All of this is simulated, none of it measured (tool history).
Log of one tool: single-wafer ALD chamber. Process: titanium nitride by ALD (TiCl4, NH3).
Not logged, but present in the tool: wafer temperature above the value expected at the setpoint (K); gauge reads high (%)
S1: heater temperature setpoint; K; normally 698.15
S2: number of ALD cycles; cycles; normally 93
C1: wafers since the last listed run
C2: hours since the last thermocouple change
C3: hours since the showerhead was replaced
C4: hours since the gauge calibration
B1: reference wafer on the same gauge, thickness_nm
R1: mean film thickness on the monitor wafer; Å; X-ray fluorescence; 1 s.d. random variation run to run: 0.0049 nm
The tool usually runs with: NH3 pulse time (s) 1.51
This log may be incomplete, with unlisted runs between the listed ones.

run 1 hour=0.0 | S1=698.15 S2=93 NH3_pulse_time_(s)=1.30 | C1=0 C2=1796.2 C3=3966.0 C4=758.2 | B1=2.050 | R1=19.52
run 2 hour=104.6 | S1=698.15 S2=93 NH3_pulse_time_(s)=1.51 | C1=405 C2=1900.8 C3=4070.6 C4=862.8 | B1=2.049 | R1=19.69
run 3 hour=179.3 | S1=698.15 S2=93 NH3_pulse_time_(s)=1.51 | C1=289 C2=1975.5 C3=4145.3 C4=937.5 | B1=2.049 | R1=19.65
run 4 hour=272.7 | S1=698.15 S2=93 NH3_pulse_time_(s)=1.51 | C1=362 C2=2068.9 C3=4238.7 C4=1030.9 | B1=2.051 | R1=19.59
run 5 hour=360.7 | S1=698.15 S2=93 NH3_pulse_time_(s)=1.51 | C1=341 C2=2156.9 C3=4326.7 C4=1118.9 | B1=2.052 | R1=19.61
run 6 hour=459.2 | S1=698.15 S2=93 NH3_pulse_time_(s)=1.51 | C1=381 C2=2255.4 C3=4425.2 C4=1217.4 | B1=2.050 | R1=19.65
run 7 hour=505.9 | S1=698.15 S2=93 NH3_pulse_time_(s)=1.51 | C1=181 C2=2302.1 C3=4471.9 C4=1264.1 | B1=2.049 | R1=19.67
run 8 hour=549.8 | S1=705.15 S2=93 NH3_pulse_time_(s)=1.97 | C1=170 C2=2346.0 C3=4515.8 C4=1308.0 | B1=2.048 | R1=19.89
run 9 hour=637.8 | S1=698.15 S2=93 NH3_pulse_time_(s)=1.51 | C1=341 C2=2434.0 C3=4603.8 C4=1396.0 | B1=2.050 | R1=19.66
run 10 hour=697.8 | S1=698.15 S2=93 NH3_pulse_time_(s)=1.51 | C1=232 C2=2494.0 C3=4663.8 C4=1456.0 | B1=2.050 | R1=19.70
run 11 hour=778.2 | S1=698.15 S2=93 NH3_pulse_time_(s)=1.51 | C1=311 C2=2574.4 C3=4744.2 C4=1536.4 | B1=2.051 | R1=19.66
run 12 hour=885.9 | S1=710.15 S2=105 NH3_pulse_time_(s)=1.51 | C1=417 C2=2682.1 C3=4851.9 C4=1644.1 | B1=2.050 | R1=22.27
run 13 hour=962.9 | S1=684.15 S2=104 NH3_pulse_time_(s)=2.08 | C1=298 C2=2759.1 C3=4928.9 C4=1721.1 | B1=2.048 | R1=22.12
-- hour=1020.0 showerhead replaced
run 14 hour=1054.8 | S1=684.15 S2=83 NH3_pulse_time_(s)=1.51 | C1=325 C2=2851.0 C3=34.8 C4=1813.0 | B1=2.052 | R1=17.39
run 15 hour=1121.4 | S1=691.15 S2=84 NH3_pulse_time_(s)=1.93 | C1=258 C2=2917.6 C3=101.4 C4=1879.6 | B1=2.050 | R1=17.91
-- hour=1243.5 thermocouple changed; heater temperature recalibrated
-- hour=1317.7 gauge calibrated
run 16 hour=1411.2 | S1=698.15 S2=93 NH3_pulse_time_(s)=1.51 | C1=1092 C2=167.7 C3=391.2 C4=93.5 | B1=2.051 | R1=19.57
run 17 hour=1493.5 | S1=698.15 S2=107 NH3_pulse_time_(s)=2.04 | C1=319 C2=250.0 C3=473.5 C4=175.8 | B1=2.049 | R1=22.87
run 18 hour=1552.7 | S1=698.15 S2=93 NH3_pulse_time_(s)=1.51 | C1=229 C2=309.2 C3=532.7 C4=235.0 | B1=2.050 | R1=19.62
run 19 hour=1591.6 | S1=705.15 S2=81 NH3_pulse_time_(s)=1.22 | C1=150 C2=348.1 C3=571.6 C4=273.9 | B1=2.049 | R1=16.87
run 20 hour=1677.0 | S1=698.15 S2=93 NH3_pulse_time_(s)=1.51 | C1=331 C2=433.5 C3=657.0 C4=359.3 | B1=2.048 | R1=19.59
run 21 hour=1725.4 | S1=698.15 S2=93 NH3_pulse_time_(s)=1.51 | C1=187 C2=481.9 C3=705.4 C4=407.7 | B1=2.050 | R1=19.62
run 22 hour=1790.5 | S1=698.15 S2=93 NH3_pulse_time_(s)=1.51 | C1=252 C2=547.0 C3=770.5 C4=472.8 | B1=2.051 | R1=19.65
run 23 hour=1889.2 | S1=693.15 S2=82 NH3_pulse_time_(s)=1.51 | C1=382 C2=645.7 C3=869.2 C4=571.5 | B1=2.049 | R1=17.31

Below are 3 alternative next runs, each starting from the tool's condition after run 23. Predict each:
run A hour=1889.8 | S1=698.15 S2=93 NH3_pulse_time_(s)=1.51 | C1=2 C2=646.3 C3=869.8 C4=572.1 | B1=? | R1=?
run B hour=1889.8 | S1=711.15 S2=93 NH3_pulse_time_(s)=1.34 | C1=2 C2=646.3 C3=869.8 C4=572.1 | B1=? | R1=?
run C hour=1889.8 | S1=711.15 S2=87 NH3_pulse_time_(s)=1.21 | C1=2 C2=646.3 C3=869.8 C4=572.1 | B1=? | R1=?

run=A B1=2.049 R1=19.57
run=B B1=2.049 R1=19.49
run=C B1=2.049 R1=18.12
Take away the tool's hidden state, keep each run's random variation, and the runs would have read:
run=A R1=19.57
run=B R1=19.49
run=C R1=18.12

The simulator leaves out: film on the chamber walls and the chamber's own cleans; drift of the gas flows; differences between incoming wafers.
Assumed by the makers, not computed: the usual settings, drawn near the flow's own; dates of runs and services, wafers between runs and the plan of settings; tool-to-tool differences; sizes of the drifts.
